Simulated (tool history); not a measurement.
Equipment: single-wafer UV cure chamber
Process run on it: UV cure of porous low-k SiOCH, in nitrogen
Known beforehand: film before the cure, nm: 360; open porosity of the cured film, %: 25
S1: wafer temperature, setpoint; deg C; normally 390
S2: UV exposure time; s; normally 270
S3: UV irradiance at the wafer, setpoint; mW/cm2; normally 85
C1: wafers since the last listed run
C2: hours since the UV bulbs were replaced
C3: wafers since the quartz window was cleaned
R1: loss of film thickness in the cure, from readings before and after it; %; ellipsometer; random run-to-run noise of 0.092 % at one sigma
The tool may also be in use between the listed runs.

run,hour,S1,S2,S3,C1,C2,C3,R1
1,0.0,390,270,116,0,2013.7,91,12.495
2,52.4,390,270,116,193,2066.1,284,12.300
3,85.2,390,270,85,120,2098.9,405,10.903
4,145.4,390,270,85,221,2159.1,627,10.959
5,205.1,390,270,85,220,2218.8,847,10.996
6,251.2,390,270,85,169,2264.9,1017,10.716
7,299.1,390,270,85,176,2312.8,1193,10.514
8,366.5,390,270,85,248,2380.2,1442,10.624
9,414.7,390,270,85,177,2428.4,1619,10.541
10,475.7,390,270,110,224,2489.4,1844,11.503
11,514.5,390,270,110,142,2528.2,1987,11.721
12,584.3,390,270,110,257,2598.0,2244,11.522
13,645.4,400,270,65,225,2659.1,2470,9.471
14,669.6,400,270,65,89,2683.3,2559,9.600
# hour 712.2: UV bulbs replaced
15,719.0,390,270,85,152,6.8,2711,10.366
16,765.6,390,270,85,171,53.4,2883,10.322
17,795.0,390,270,85,108,82.8,2991,10.496
18,847.2,390,180,105,192,135.0,3184,9.548
19,918.4,390,270,85,262,206.2,3446,10.237
# hour 944.7: quartz window cleaned
20,967.1,380,330,85,149,254.9,82,11.914
21,1033.2,390,270,85,243,321.0,326,10.919
22,1068.4,390,270,105,129,356.2,455,11.827
23,1109.8,390,200,85,152,397.6,608,9.617
24,1169.9,397,130,98,221,457.7,829,8.483
25,1202.0,390,270,85,118,489.8,948,10.847
26,1266.5,383,190,48,237,554.3,1185,6.658
27,1337.1,390,270,65,260,624.9,1446,9.388
28,1363.3,378,270,85,96,651.1,1542,10.270
29,1412.7,375,270,116,182,700.5,1724,11.434
30,1483.0,390,215,85,259,770.8,1983,9.457
31,1554.5,377,180,113,263,842.3,2247,9.590
32,1701.9,375,325,121,543,989.7,2790,12.287
33,1728.2,390,185,105,96,1016.0,2887,9.472
34,1777.5,390,270,85,181,1065.3,3069,10.284
35,1816.2,390,270,85,142,1104.0,3211,10.126

Some steps in R1, run to run, broken into two amounts with sign: the step expected even without the hidden condition (settings, incoming material, random variation), and the rest, left for the hidden condition together with whatever gauge scatter is not in both the measured and the hidden-condition-free result:
Hidden conditions of the tool in this case: lamp output below its setpoint, %; transmission lost against a clean window, %.
Run 19 -> 20: S1 390 -> 380, S2 270 -> 330, quartz window cleaned. R1 +1.677 %: hidden state +0.670, all else +1.007.
Run 20 -> 21: S1 380 -> 390, S2 330 -> 270. R1 -0.995 %: hidden state -0.128, all else -0.867.
Run 25 -> 26: S1 390 -> 383, S2 270 -> 190, S3 85 -> 48. R1 -4.189 %: hidden state +0.002, all else -4.191.
Run 26 -> 27: S1 383 -> 390, S2 190 -> 270, S3 48 -> 65. R1 +2.730 %: hidden state -0.116, all else +2.846.
Run 31 -> 32: S1 377 -> 375, S2 180 -> 325, S3 113 -> 121. R1 +2.697 %: hidden state -0.120, all else +2.817.
Run 32 -> 33: S1 375 -> 390, S2 325 -> 185, S3 121 -> 105. R1 -2.815 %: hidden state +0.056, all else -2.871.

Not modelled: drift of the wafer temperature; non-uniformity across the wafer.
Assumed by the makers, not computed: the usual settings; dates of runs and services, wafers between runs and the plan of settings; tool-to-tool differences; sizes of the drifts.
